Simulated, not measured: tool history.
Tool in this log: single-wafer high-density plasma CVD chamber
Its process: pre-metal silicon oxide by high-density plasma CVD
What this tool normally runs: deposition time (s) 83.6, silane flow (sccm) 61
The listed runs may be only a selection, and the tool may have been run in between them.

run,day,deposition time (s),silane flow (sccm),"read-back reference wafer on the same gauge, thickness_nm",mean film thickness on the monitor wafer (nm)
1,0,83.6,71,426.925,572.649
2,3.738,83.6,71,426.997,575.32
3,8.175,88.2,68,426.925,588.62
4,11.225,88.2,68,426.855,587.254
5,12.775,83.6,61,427.32,508.253
6,16.112,83.6,61,426.998,510.331
7,17.625,83.6,61,427.207,507.47
8,20.05,83.6,61,427.215,508.03
9,24.225,83.6,61,426.889,509.718
10,26.312,83.6,61,427.193,507.865
11,30.075,92.6,68,426.941,617.71
12,32.6,83.6,61,427.182,508.171
13,35.15,80.1,53,427.072,435.685
14,37.446,70.6,67,427.027,466.663
15,41.742,83.6,68,427.044,560.084
16,46.221,78.3,71,427.097,543.798
17,48.129,83.6,54,427.014,458.616
18,50.775,74.6,51,426.783,391.593
# day 51.867: gauge calibrated
19,53.188,83.6,58,427.111,491.122
# day 55.021: silane flow controller replaced
20,55.738,83.6,61,427.1,504.548
21,60,77,61,426.943,465.702
22,64.05,83.6,61,426.833,505.287
23,65.583,83.6,61,426.901,506.967
24,69.162,83.6,61,427.129,507.49
25,72.054,93.1,73,427.126,662.686
26,74.362,70.6,55,427.257,393.879
27,75.875,83.6,51,427.215,439.173

Had the tool no unlogged condition, and each run kept its random variation, what would the results have been?
Unlogged tool condition in this case: delivered silane flow above the setpoint (%); gauge reads high (%).
run,mean film thickness on the monitor wafer (nm)
1,570.082
2,571.293
3,583.046
4,580.855
5,502.385
6,503.799
7,500.718
8,500.892
9,501.995
10,499.929
11,607.593
12,499.626
13,428.188
14,458.486
15,549.984
16,533.755
17,450.073
18,384.22
19,481.795
20,502.33
21,462.149
22,500.154
23,501.391
24,501.025
25,653.441
26,388.046
27,432.443
